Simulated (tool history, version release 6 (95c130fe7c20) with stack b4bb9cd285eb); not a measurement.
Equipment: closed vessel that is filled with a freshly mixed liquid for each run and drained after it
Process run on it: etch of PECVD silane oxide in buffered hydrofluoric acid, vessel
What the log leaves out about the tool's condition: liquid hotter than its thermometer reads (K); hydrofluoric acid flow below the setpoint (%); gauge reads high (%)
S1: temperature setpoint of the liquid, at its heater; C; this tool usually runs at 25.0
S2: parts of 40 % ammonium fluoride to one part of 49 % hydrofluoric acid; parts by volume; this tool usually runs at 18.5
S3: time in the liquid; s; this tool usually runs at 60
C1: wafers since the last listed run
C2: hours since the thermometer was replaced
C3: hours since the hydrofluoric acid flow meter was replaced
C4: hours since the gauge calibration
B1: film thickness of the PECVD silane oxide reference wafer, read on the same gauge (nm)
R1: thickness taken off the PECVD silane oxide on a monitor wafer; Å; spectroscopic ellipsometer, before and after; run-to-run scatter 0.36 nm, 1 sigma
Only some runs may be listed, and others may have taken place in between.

run	hour	S1	S2	S3	C1	C2	C3	C4	B1	R1
1	0.0	28.0	18.5	60	0	521.5	1987.1	65.8	120.00	780.2
2	17.3	28.0	18.5	60	1774	538.8	2004.4	83.1	120.02	790.0
3	29.8	27.5	18.5	60	1282	551.3	2016.9	95.6	120.00	761.7
4	38.5	25.0	18.5	60	892	560.0	2025.6	104.3	120.01	673.5
5	56.5	25.0	18.5	60	1846	578.0	2043.6	122.3	120.00	669.5
6	70.0	25.0	18.5	60	1384	591.5	2057.1	135.8	120.01	672.4
7	78.8	25.0	18.5	85	902	600.3	2065.9	144.6	120.01	956.7
8	111.6	25.0	18.5	60	3364	633.1	2098.7	177.4	119.99	673.6
# hour 127.5: hydrofluoric acid flow meter replaced
9	128.0	25.0	18.5	60	1579	649.5	0.5	193.8	120.00	673.7
10	143.3	25.0	18.5	60	1569	664.8	15.8	209.1	119.98	679.6
11	159.3	25.0	18.5	60	1641	680.8	31.8	225.1	119.99	680.1
12	170.3	25.0	18.5	60	1128	691.8	42.8	236.1	119.98	678.0
13	181.8	23.0	18.5	90	1179	703.3	54.3	247.6	119.99	917.3
14	199.5	26.5	22.0	95	1815	721.0	72.0	265.3	119.99	1007.4
15	216.5	25.0	18.5	60	1744	738.0	89.0	282.3	120.02	687.3
16	229.8	29.0	26.0	40	1364	751.3	102.3	295.6	120.00	432.1
17	239.2	22.0	21.0	40	964	760.7	111.7	305.0	120.00	345.9
# hour 240.4: thermometer replaced
18	246.3	29.5	11.5	30	625	5.9	118.8	312.1	120.01	640.8
# hour 250.5: gauge calibrated
19	261.7	29.5	15.5	35	1579	21.3	134.2	11.2	120.00	562.1
20	273.0	21.0	22.5	60	1159	32.6	145.5	22.5	119.99	436.6
21	285.0	25.0	18.5	70	1231	44.6	157.5	34.5	120.00	754.1
22	301.1	25.0	18.5	60	1651	60.7	173.6	50.6	120.01	634.8
23	312.9	20.0	18.5	75	1210	72.5	185.4	62.4	120.01	604.0
24	320.9	25.0	18.5	60	820	80.5	193.4	70.4	120.01	643.7

How the hidden state differs across the entries between the runs, from the last listed run before each to the first after it:
Logged between run 8 and run 9: hydrofluoric acid flow meter replaced (hour 127.5)
  liquid hotter than its thermometer reads (K): 1.16 -> 1.18
  the result without the hidden state subtracted from the measured one, R1: +41.0 -> +41.7 Å
Logged between run 17 and run 18: thermometer replaced (hour 240.4)
  liquid hotter than its thermometer reads (K): 1.35 -> 0.0789
  the result without the hidden state subtracted from the measured one, R1: +24.9 -> +2.6 Å
Logged between run 18 and run 19: gauge calibrated (hour 250.5)
  liquid hotter than its thermometer reads (K): 0.0789 -> 0.103
  the result without the hidden state subtracted from the measured one, R1: +2.6 -> +3.0 Å
